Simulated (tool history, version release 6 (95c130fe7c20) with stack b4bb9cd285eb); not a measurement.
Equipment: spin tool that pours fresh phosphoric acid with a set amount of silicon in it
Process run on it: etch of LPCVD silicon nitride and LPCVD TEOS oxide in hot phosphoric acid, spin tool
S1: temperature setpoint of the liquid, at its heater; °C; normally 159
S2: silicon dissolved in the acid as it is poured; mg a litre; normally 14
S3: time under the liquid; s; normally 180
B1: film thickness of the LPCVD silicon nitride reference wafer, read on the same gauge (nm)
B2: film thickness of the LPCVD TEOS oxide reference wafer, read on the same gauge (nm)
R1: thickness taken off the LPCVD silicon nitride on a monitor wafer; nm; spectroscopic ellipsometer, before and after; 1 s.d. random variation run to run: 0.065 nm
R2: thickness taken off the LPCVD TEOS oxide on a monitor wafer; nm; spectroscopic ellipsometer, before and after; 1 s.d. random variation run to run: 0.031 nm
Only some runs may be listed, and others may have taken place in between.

| run | hour | S1 | S2 | S3 | B1 | B2 | R1 | R2 |
|---|---|---|---|---|---|---|---|---|
| 1 | 0 | 159 | 14 | 180 | 139.98 | 69.978 | 14.12 | 0.383 |
| 2 | 46.9 | 159 | 14 | 180 | 140.03 | 70.008 | 14.04 | 0.355 |
| 3 | 148 | 159 | 14 | 180 | 139.99 | 70.024 | 14.1 | 0.337 |
| 4 | 257.7 | 159 | 14 | 180 | 140 | 70.025 | 14.13 | 0.399 |
| 5 | 312.8 | 159 | 14 | 180 | 140.01 | 70.022 | 14.02 | 0.351 |
| 6 | 383 | 159.5 | 14 | 180 | 140 | 69.991 | 14.29 | 0.44 |
| 7 | 462.3 | 158 | 9 | 250 | 140 | 70.037 | 18.78 | 0.518 |
| 8 | 557.2 | 159 | 14 | 180 | 140.01 | 69.977 | 13.36 | 0.393 |
| 9 | 663.7 | 160 | 24.5 | 95 | 140.03 | 69.99 | 7.41 | 0.134 |
| 10 | 745.3 | 156.5 | 3.5 | 90 | 140.02 | 69.983 | 6.45 | 0.186 |
| 11 | 817.6 | 159 | 14 | 225 | 140 | 70.02 | 17.55 | 0.458 |
| 12 | 922.3 | 159 | 14 | 180 | 139.96 | 69.984 | 13.96 | 0.343 |
| 13 | 1020.8 | 159 | 14 | 180 | 140.04 | 70.011 | 13.95 | 0.35 |
| 14 | 1065.2 | 159 | 14 | 230 | 139.99 | 69.967 | 17.82 | 0.422 |
| 15 | 1144.7 | 159 | 23.5 | 95 | 140.01 | 70 | 7.33 | 0.143 |
| 16 | 1180.7 | 159 | 21 | 80 | 140.05 | 70.018 | 6.1 | 0.138 |
| 17 | 1268 | 159 | 14 | 255 | 139.98 | 70.002 | 19.46 | 0.499 |
| 18 | 1359 | 161 | 8.5 | 225 | 139.98 | 69.998 | 18.25 | 0.685 |
| 19 | 1400.6 | 159 | 14 | 100 | 140.01 | 69.989 | 7.61 | 0.216 |
| 20 | 1501.6 | 159 | 14 | 180 | 140.01 | 70.031 | 13.67 | 0.407 |
| 21 | 1573.9 | 159 | 14 | 140 | 140.01 | 70.014 | 10.51 | 0.26 |

Taken out of this log: 7 entries between the listed runs. Where each belongs, and how the hidden state differs across it:
Between runs 2 and 3: gauge calibrated (hour 63.2)
  liquid hotter than its thermometer reads (K): 0.758 -> 0.788; temperature lost on the way to the wafer (K): 0.638 -> 0.796
  measured less the result without the state, R1: +0.06 -> -0.01 nm; R2: +0.004 -> +0 nm
Between runs 3 and 4: dissolved silicon flow meter replaced (hour 165.1)
  liquid hotter than its thermometer reads (K): 0.788 -> 0.821; temperature lost on the way to the wafer (K): 0.796 -> 0.968
  measured less the result without the state, R1: -0.01 -> -0.07 nm; R2: +0 -> -0.004 nm
Between runs 7 and 8: thermometer replaced (hour 526.5)
  liquid hotter than its thermometer reads (K): 0.882 -> 0.026; temperature lost on the way to the wafer (K): 1.29 -> 1.44
  measured less the result without the state, R1: -0.26 -> -0.65 nm; R2: -0.017 -> -0.044 nm
Between runs 9 and 10: dissolved silicon flow meter replaced (hour 680.4); heated supply line repaired (hour 742.4)
  liquid hotter than its thermometer reads (K): 0.0578 -> 0.0821; temperature lost on the way to the wafer (K): 1.6 -> 0.255
  measured less the result without the state, R1: -0.39 -> -0.03 nm; R2: -0.016 -> -0.003 nm
Between runs 16 and 17: gauge calibrated (hour 1216.3)
  liquid hotter than its thermometer reads (K): 0.212 -> 0.238; temperature lost on the way to the wafer (K): 0.936 -> 1.07
  measured less the result without the state, R1: -0.15 -> -0.56 nm; R2: -0.008 -> -0.032 nm
Between runs 17 and 18: dissolved silicon flow meter replaced (hour 1271.6)
  liquid hotter than its thermometer reads (K): 0.238 -> 0.265; temperature lost on the way to the wafer (K): 1.07 -> 1.21
  measured less the result without the state, R1: -0.56 -> -0.59 nm; R2: -0.032 -> -0.05 nm
